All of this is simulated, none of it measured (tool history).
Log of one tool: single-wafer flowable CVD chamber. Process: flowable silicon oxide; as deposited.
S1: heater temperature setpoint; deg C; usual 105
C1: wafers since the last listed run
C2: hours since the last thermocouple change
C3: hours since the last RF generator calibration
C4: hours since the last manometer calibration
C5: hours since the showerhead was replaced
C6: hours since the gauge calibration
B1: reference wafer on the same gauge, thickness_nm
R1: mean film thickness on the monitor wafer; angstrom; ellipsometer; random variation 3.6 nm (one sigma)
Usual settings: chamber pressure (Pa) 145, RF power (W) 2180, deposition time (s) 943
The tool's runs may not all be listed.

run 1 hour=0.0 | S1=105 chamber_pressure_(Pa)=145 RF_power_(W)=2180 deposition_time_(s)=943 | C1=0 C2=1545.7 C3=1214.6 C4=2381.9 C5=7208.2 C6=523.1 | B1=690.306 | R1=6730.60
run 2 hour=50.5 | S1=105 chamber_pressure_(Pa)=145 RF_power_(W)=2180 deposition_time_(s)=943 | C1=127 C2=1596.2 C3=1265.1 C4=2432.4 C5=7258.7 C6=573.6 | B1=689.952 | R1=6648.26
run 3 hour=118.8 | S1=105 chamber_pressure_(Pa)=145 RF_power_(W)=1935 deposition_time_(s)=943 | C1=172 C2=1664.5 C3=1333.4 C4=2500.7 C5=7327.0 C6=641.9 | B1=689.904 | R1=6551.36
run 4 hour=291.8 | S1=105 chamber_pressure_(Pa)=145 RF_power_(W)=1935 deposition_time_(s)=943 | C1=435 C2=1837.5 C3=1506.4 C4=2673.7 C5=7500.0 C6=814.9 | B1=691.625 | R1=6446.10
run 5 hour=343.9 | S1=105 chamber_pressure_(Pa)=145 RF_power_(W)=1935 deposition_time_(s)=943 | C1=131 C2=1889.6 C3=1558.5 C4=2725.8 C5=7552.1 C6=867.0 | B1=690.576 | R1=6452.38
run 6 hour=399.2 | S1=105 chamber_pressure_(Pa)=145 RF_power_(W)=2180 deposition_time_(s)=943 | C1=139 C2=1944.9 C3=1613.8 C4=2781.1 C5=7607.4 C6=922.3 | B1=691.533 | R1=6727.41
-- hour=428.7 showerhead replaced, of another model than before
run 7 hour=429.2 | S1=105 chamber_pressure_(Pa)=145 RF_power_(W)=2180 deposition_time_(s)=943 | C1=55 C2=1974.9 C3=1643.8 C4=2811.1 C5=0.5 C6=952.3 | B1=691.481 | R1=6613.28
run 8 hour=463.5 | S1=105 chamber_pressure_(Pa)=145 RF_power_(W)=2180 deposition_time_(s)=943 | C1=86 C2=2009.2 C3=1678.1 C4=2845.4 C5=34.8 C6=986.6 | B1=690.241 | R1=6603.79
-- hour=474.9 capacitance manometer re-zeroed and calibrated
run 9 hour=508.1 | S1=105 chamber_pressure_(Pa)=145 RF_power_(W)=2180 deposition_time_(s)=943 | C1=92 C2=2053.8 C3=1722.7 C4=33.2 C5=79.4 C6=1031.2 | B1=692.122 | R1=6565.81
run 10 hour=571.2 | S1=105 chamber_pressure_(Pa)=145 RF_power_(W)=2180 deposition_time_(s)=943 | C1=158 C2=2116.9 C3=1785.8 C4=96.3 C5=142.5 C6=1094.3 | B1=688.920 | R1=6593.08
run 11 hour=619.7 | S1=105 chamber_pressure_(Pa)=145 RF_power_(W)=2180 deposition_time_(s)=943 | C1=122 C2=2165.4 C3=1834.3 C4=144.8 C5=191.0 C6=1142.8 | B1=689.995 | R1=6533.82
run 12 hour=665.0 | S1=105 chamber_pressure_(Pa)=145 RF_power_(W)=2180 deposition_time_(s)=943 | C1=114 C2=2210.7 C3=1879.6 C4=190.1 C5=236.3 C6=1188.1 | B1=689.562 | R1=6542.93
run 13 hour=691.2 | S1=105 chamber_pressure_(Pa)=145 RF_power_(W)=2180 deposition_time_(s)=943 | C1=65 C2=2236.9 C3=1905.8 C4=216.3 C5=262.5 C6=1214.3 | B1=690.324 | R1=6500.60
-- hour=714.6 gauge calibrated
run 14 hour=728.0 | S1=105 chamber_pressure_(Pa)=145 RF_power_(W)=2180 deposition_time_(s)=838 | C1=92 C2=2273.7 C3=1942.6 C4=253.1 C5=299.3 C6=13.4 | B1=693.627 | R1=5846.72
-- hour=757.3 RF generator calibrated
run 15 hour=797.5 | S1=118 chamber_pressure_(Pa)=128 RF_power_(W)=2510 deposition_time_(s)=827 | C1=154 C2=2343.2 C3=40.2 C4=322.6 C5=368.8 C6=82.9 | B1=689.421 | R1=3646.32
run 16 hour=855.6 | S1=105 chamber_pressure_(Pa)=124 RF_power_(W)=2180 deposition_time_(s)=943 | C1=146 C2=2401.3 C3=98.3 C4=380.7 C5=426.9 C6=141.0 | B1=688.723 | R1=6288.45
run 17 hour=883.1 | S1=105 chamber_pressure_(Pa)=145 RF_power_(W)=2180 deposition_time_(s)=943 | C1=69 C2=2428.8 C3=125.8 C4=408.2 C5=454.4 C6=168.5 | B1=690.927 | R1=6763.04
run 18 hour=921.6 | S1=105 chamber_pressure_(Pa)=113 RF_power_(W)=2180 deposition_time_(s)=1044 | C1=96 C2=2467.3 C3=164.3 C4=446.7 C5=492.9 C6=207.0 | B1=688.644 | R1=6650.32
-- hour=932.7 thermocouple changed; heater temperature recalibrated
run 19 hour=978.7 | S1=105 chamber_pressure_(Pa)=145 RF_power_(W)=2380 deposition_time_(s)=943 | C1=123 C2=46.0 C3=221.4 C4=503.8 C5=550.0 C6=264.1 | B1=691.935 | R1=6983.34
run 20 hour=1018.1 | S1=105 chamber_pressure_(Pa)=145 RF_power_(W)=1950 deposition_time_(s)=943 | C1=99 C2=85.4 C3=260.8 C4=543.2 C5=589.4 C6=303.5 | B1=693.013 | R1=6463.05
run 21 hour=1077.1 | S1=105 chamber_pressure_(Pa)=161 RF_power_(W)=2180 deposition_time_(s)=827 | C1=148 C2=144.4 C3=319.8 C4=602.2 C5=648.4 C6=362.5 | B1=689.855 | R1=6230.87
run 22 hour=1137.6 | S1=105 chamber_pressure_(Pa)=145 RF_power_(W)=2180 deposition_time_(s)=943 | C1=152 C2=204.9 C3=380.3 C4=662.7 C5=708.9 C6=423.0 | B1=691.165 | R1=6727.44
run 23 hour=1172.1 | S1=100 chamber_pressure_(Pa)=117 RF_power_(W)=2180 deposition_time_(s)=943 | C1=86 C2=239.4 C3=414.8 C4=697.2 C5=743.4 C6=457.5 | B1=692.125 | R1=7431.13
run 24 hour=1236.7 | S1=105 chamber_pressure_(Pa)=171 RF_power_(W)=2610 deposition_time_(s)=943 | C1=162 C2=304.0 C3=479.4 C4=761.8 C5=808.0 C6=522.1 | B1=691.051 | R1=7590.30
run 25 hour=1289.8 | S1=116 chamber_pressure_(Pa)=120 RF_power_(W)=2180 deposition_time_(s)=943 | C1=133 C2=357.1 C3=532.5 C4=814.9 C5=861.1 C6=575.2 | B1=691.330 | R1=4118.51
run 26 hour=1318.1 | S1=105 chamber_pressure_(Pa)=111 RF_power_(W)=2180 deposition_time_(s)=1020 | C1=71 C2=385.4 C3=560.8 C4=843.2 C5=889.4 C6=603.5 | B1=691.188 | R1=6408.75
run 27 hour=1347.6 | S1=109 chamber_pressure_(Pa)=117 RF_power_(W)=2475 deposition_time_(s)=1086 | C1=74 C2=414.9 C3=590.3 C4=872.7 C5=918.9 C6=633.0 | B1=689.481 | R1=6225.15
run 28 hour=1418.7 | S1=101 chamber_pressure_(Pa)=163 RF_power_(W)=2060 deposition_time_(s)=1115 | C1=179 C2=486.0 C3=661.4 C4=943.8 C5=990.0 C6=704.1 | B1=689.929 | R1=9539.54
run 29 hour=1465.4 | S1=118 chamber_pressure_(Pa)=128 RF_power_(W)=2510 deposition_time_(s)=827 | C1=117 C2=532.7 C3=708.1 C4=990.5 C5=1036.7 C6=750.8 | B1=690.493 | R1=3602.58

How the hidden state differs across the entries between the runs, from the last listed run before each to the first after it:
Between runs 6 and 7: showerhead replaced, of another model than before (hour 428.7)
  delivered RF power above the setpoint (%): -7.6 -> -7.74
  measured less the result without the state, R1: -115.23 -> -214.69 angstrom
Between runs 8 and 9: capacitance manometer re-zeroed and calibrated (hour 474.9)
  delivered RF power above the setpoint (%): -7.89 -> -8.1
  measured less the result without the state, R1: -219.60 -> -225.13 angstrom
Between runs 13 and 14: gauge calibrated (hour 714.6)
  delivered RF power above the setpoint (%): -8.93 -> -9.1
  measured less the result without the state, R1: -251.40 -> -232.44 angstrom
Between runs 14 and 15: RF generator calibrated (hour 757.3)
  delivered RF power above the setpoint (%): -9.1 -> -0.514
  measured less the result without the state, R1: -232.44 -> -3.33 angstrom
Between runs 18 and 19: thermocouple changed; heater temperature recalibrated (hour 932.7)
  delivered RF power above the setpoint (%): -1.08 -> -1.34
  measured less the result without the state, R1: -25.67 -> -25.93 angstrom
